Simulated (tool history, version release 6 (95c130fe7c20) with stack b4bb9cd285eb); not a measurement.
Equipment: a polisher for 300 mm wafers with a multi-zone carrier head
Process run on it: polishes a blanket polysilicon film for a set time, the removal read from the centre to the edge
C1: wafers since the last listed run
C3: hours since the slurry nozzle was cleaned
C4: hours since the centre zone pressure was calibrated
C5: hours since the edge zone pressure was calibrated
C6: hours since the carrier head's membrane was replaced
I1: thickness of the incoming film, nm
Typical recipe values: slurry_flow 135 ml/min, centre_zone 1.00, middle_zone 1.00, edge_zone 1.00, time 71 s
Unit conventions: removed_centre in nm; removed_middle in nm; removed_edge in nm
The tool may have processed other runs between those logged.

Run 1, hour 0.0: usual settings; C1 0; wafers polished on this pad 373; C3 257.7; C4 415.0; C5 326.6; C6 0.5; I1 2152.0. Result: removed_centre 576.8 nm, removed_middle 585.7 nm, removed_edge 586.0 nm.
Run 2, hour 65.2: usual settings but centre_zone 1.04, time 63 s; C1 439; wafers polished on this pad 813; C3 322.9; C4 480.2; C5 391.8; C6 65.7; I1 2162.7. Result: removed_centre 529.3 nm, removed_middle 521.3 nm, removed_edge 519.5 nm.
Run 3, hour 119.8: usual settings but centre_zone 1.09; C1 367; wafers polished on this pad 1180; C3 377.5; C4 534.8; C5 446.4; C6 120.3; I1 2170.2. Result: removed_centre 629.5 nm, removed_middle 588.3 nm, removed_edge 582.3 nm.
Run 4, hour 194.0: usual settings but time 55 s; C1 499; wafers polished on this pad 1680; C3 451.7; C4 609.0; C5 520.6; C6 194.5; I1 2181.3. Result: removed_centre 441.9 nm, removed_middle 457.4 nm, removed_edge 449.0 nm.
Run 5, hour 291.5: usual settings but slurry_flow 165 ml/min, time 48 s; C1 657; wafers polished on this pad 2337; C3 549.2; C4 706.5; C5 618.1; C6 292.0; I1 2201.7. Result: removed_centre 409.8 nm, removed_middle 411.0 nm, removed_edge 408.2 nm.
Run 6, hour 341.4: usual settings but slurry_flow 160 ml/min, edge_zone 1.09; C1 336; wafers polished on this pad 2674; C3 599.1; C4 756.4; C5 668.0; C6 341.9; I1 2205.1. Result: removed_centre 605.2 nm, removed_middle 606.8 nm, removed_edge 612.2 nm.
At hour 382.0: slurry nozzle cleaned.
Run 7, hour 384.1: usual settings but middle_zone 0.91; C1 280; wafers polished on this pad 2955; C3 2.1; C4 799.1; C5 710.7; C6 384.6; I1 2162.1. Result: removed_centre 564.5 nm, removed_middle 537.5 nm, removed_edge 589.3 nm.
At hour 414.4: edge zone pressure recalibrated.
Run 8, hour 436.2: usual settings but slurry_flow 160 ml/min, middle_zone 1.08; C1 337; wafers polished on this pad 3292; C3 54.2; C4 851.2; C5 21.8; C6 436.7; I1 2183.5. Result: removed_centre 594.3 nm, removed_middle 651.4 nm, removed_edge 603.8 nm.
At hour 440.3: centre zone pressure recalibrated.
Run 9, hour 482.1: usual settings but slurry_flow 170 ml/min, time 79 s; C1 295; wafers polished on this pad 3588; C3 100.1; C4 41.8; C5 67.7; C6 482.6; I1 2197.3. Result: removed_centre 668.7 nm, removed_middle 679.5 nm, removed_edge 674.7 nm.
Run 10, hour 620.2: usual settings but slurry_flow 150 ml/min, edge_zone 0.89; C1 930; wafers polished on this pad 4519; C3 238.2; C4 179.9; C5 205.8; C6 620.7; I1 2162.3. Result: removed_centre 588.5 nm, removed_middle 606.8 nm, removed_edge 571.4 nm.
Run 11, hour 673.2: usual settings but edge_zone 0.91, time 82 s; C1 357; wafers polished on this pad 4876; C3 291.2; C4 232.9; C5 258.8; C6 673.7; I1 2163.8. Result: removed_centre 653.0 nm, removed_middle 681.7 nm, removed_edge 658.3 nm.
At hour 747.8: worn pad replaced by a new one.
Run 12, hour 857.6: usual settings but slurry_flow 105 ml/min, centre_zone 0.97, middle_zone 1.03, time 78 s; C1 1215; wafers polished on this pad 740; C3 475.6; C4 417.3; C5 443.2; C6 858.1; I1 2194.0. Result: removed_centre 584.6 nm, removed_middle 629.7 nm, removed_edge 611.9 nm.
Run 13, hour 1004.2: usual settings but middle_zone 1.07, edge_zone 1.08; C1 987; wafers polished on this pad 1728; C3 622.2; C4 563.9; C5 589.8; C6 1004.7; I1 2149.1. Result: removed_centre 574.3 nm, removed_middle 630.3 nm, removed_edge 598.4 nm.
At hour 1063.8: edge zone pressure recalibrated.
Run 14, hour 1074.2: usual settings but centre_zone 0.95, edge_zone 1.07, time 55 s; C1 458; wafers polished on this pad 2186; C3 692.2; C4 633.9; C5 10.4; C6 1074.7; I1 2170.9. Result: removed_centre 417.1 nm, removed_middle 457.7 nm, removed_edge 457.4 nm.
At hour 1166.7: slurry nozzle cleaned.
Run 15, hour 1177.0: usual settings; C1 685; wafers polished on this pad 2872; C3 10.3; C4 736.7; C5 113.2; C6 1177.5; I1 2168.4. Result: removed_centre 581.7 nm, removed_middle 577.6 nm, removed_edge 589.1 nm.
At hour 1271.9: centre zone pressure recalibrated.
Run 16, hour 1365.9: usual settings but centre_zone 1.05, middle_zone 0.90, edge_zone 1.08; C1 1259; wafers polished on this pad 4131; C3 199.2; C4 94.0; C5 302.1; C6 1366.4; I1 2158.1. Result: removed_centre 608.7 nm, removed_middle 540.5 nm, removed_edge 593.7 nm.
Run 17, hour 1459.8: usual settings; C1 632; wafers polished on this pad 4764; C3 293.1; C4 187.9; C5 396.0; C6 1460.3; I1 2163.6. Result: removed_centre 572.5 nm, removed_middle 589.8 nm, removed_edge 588.0 nm.
Run 18, hour 1501.2: usual settings but time 47 s; C1 278; wafers polished on this pad 5043; C3 334.5; C4 229.3; C5 437.4; C6 1501.7; I1 2194.1. Result: removed_centre 376.8 nm, removed_middle 387.3 nm, removed_edge 391.1 nm.
At hour 1511.5: worn pad replaced by a new one.
Run 19, hour 1582.7: usual settings; C1 522; wafers polished on this pad 479; C3 416.0; C4 310.8; C5 518.9; C6 1583.2; I1 2144.6. Result: removed_centre 588.7 nm, removed_middle 587.6 nm, removed_edge 587.8 nm.
Run 20, hour 1630.8: usual settings but slurry_flow 115 ml/min, middle_zone 1.05; C1 324; wafers polished on this pad 803; C3 464.1; C4 358.9; C5 567.0; C6 1631.3; I1 2166.4. Result: removed_centre 552.8 nm, removed_middle 582.4 nm, removed_edge 574.5 nm.
At hour 1662.5: carrier head's membrane replaced by a new one.
Run 21, hour 1668.8: usual settings; C1 222; wafers polished on this pad 1026; C3 502.1; C4 396.9; C5 605.0; C6 6.3; I1 2158.2. Result: removed_centre 573.1 nm, removed_middle 592.7 nm, removed_edge 579.6 nm.
At hour 1739.0: edge zone pressure recalibrated.
Run 22, hour 1767.0: usual settings; C1 648; wafers polished on this pad 1674; C3 600.3; C4 495.1; C5 28.0; C6 104.5; I1 2169.9. Result: removed_centre 584.3 nm, removed_middle 594.1 nm, removed_edge 585.7 nm.
Run 23, hour 1811.0: usual settings but edge_zone 1.07, time 57 s; C1 296; wafers polished on this pad 1970; C3 644.3; C4 539.1; C5 72.0; C6 148.5; I1 2156.5. Result: removed_centre 462.4 nm, removed_middle 470.2 nm, removed_edge 479.5 nm.

3 options for the next run, each taken on its own from the tool as it stands now. Forecast them:
Run A, hour 1811.5: usual settings but edge_zone 1.04; C1 3; wafers polished on this pad 1974; C3 644.8; C4 539.6; C5 72.5; C6 149.0; I1 2154.2. Result: removed_centre ?, removed_middle ?, removed_edge ?.
Run B, hour 1811.5: usual settings but centre_zone 0.89, edge_zone 1.03; C1 3; wafers polished on this pad 1974; C3 644.8; C4 539.6; C5 72.5; C6 149.0; I1 2154.2. Result: removed_centre ?, removed_middle ?, removed_edge ?.
Run C, hour 1811.5: usual settings but centre_zone 0.95, edge_zone 1.11; C1 3; wafers polished on this pad 1974; C3 644.8; C4 539.6; C5 72.5; C6 149.0; I1 2154.2. Result: removed_centre ?, removed_middle ?, removed_edge ?.

run  removed_centre  removed_middle  removed_edge
  A           563.4           596.0         597.3
  B           501.6           596.3         595.7
  C           535.3           596.1         609.2
The same runs, with their run-to-run variation unchanged, on a tool lacking any hidden condition would have given:
run  removed_centre  removed_middle  removed_edge
  A           563.4           596.0         597.3
  B           501.6           596.3         595.7
  C           535.3           596.1         609.2
